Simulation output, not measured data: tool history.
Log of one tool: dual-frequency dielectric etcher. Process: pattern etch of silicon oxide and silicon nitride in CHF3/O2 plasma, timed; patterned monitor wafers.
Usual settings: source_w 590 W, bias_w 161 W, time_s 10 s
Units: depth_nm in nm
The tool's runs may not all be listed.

| run | hour | source_w | bias_w | time_s | read-back reference wafer on the same gauge, depth_nm | depth_nm |
|---|---|---|---|---|---|---|
| 1 | 0.0 | 590 | 161 | 10 | 13.59 | 13.11 |
| 2 | 13.1 | 590 | 161 | 10 | 13.61 | 13.09 |
| 3 | 22.8 | 590 | 161 | 10 | 13.61 | 13.07 |
|  | 50.9 | upper electrode replaced |
|  | 59.3 | gauge calibrated |
|  | 62.3 | bias power generator calibrated |
|  | 71.9 | wet clean of the chamber |
| 4 | 72.4 | 590 | 161 | 10 | 13.60 | 13.72 |
| 5 | 72.7 | 590 | 161 | 10 | 13.61 | 13.69 |
| 6 | 73.0 | 590 | 161 | 10 | 13.60 | 13.66 |
| 7 | 73.3 | 590 | 161 | 10 | 13.60 | 13.73 |
| 8 | 81.2 | 590 | 161 | 12 | 13.59 | 16.42 |
|  | 94.9 | source power generator calibrated |
| 9 | 97.0 | 550 | 161 | 10 | 13.60 | 13.36 |
| 10 | 108.7 | 590 | 129 | 10 | 13.58 | 13.08 |

The next listed run, before its measurement:
| 11 | 119.5 | 590 | 161 | 10 | ? | ? |

{"run 11": {"read-back reference wafer on the same gauge, depth_nm": 13.6, "depth_nm": 13.67}}
Without the tool's hidden state the same run would have given depth_nm 13.69 nm.
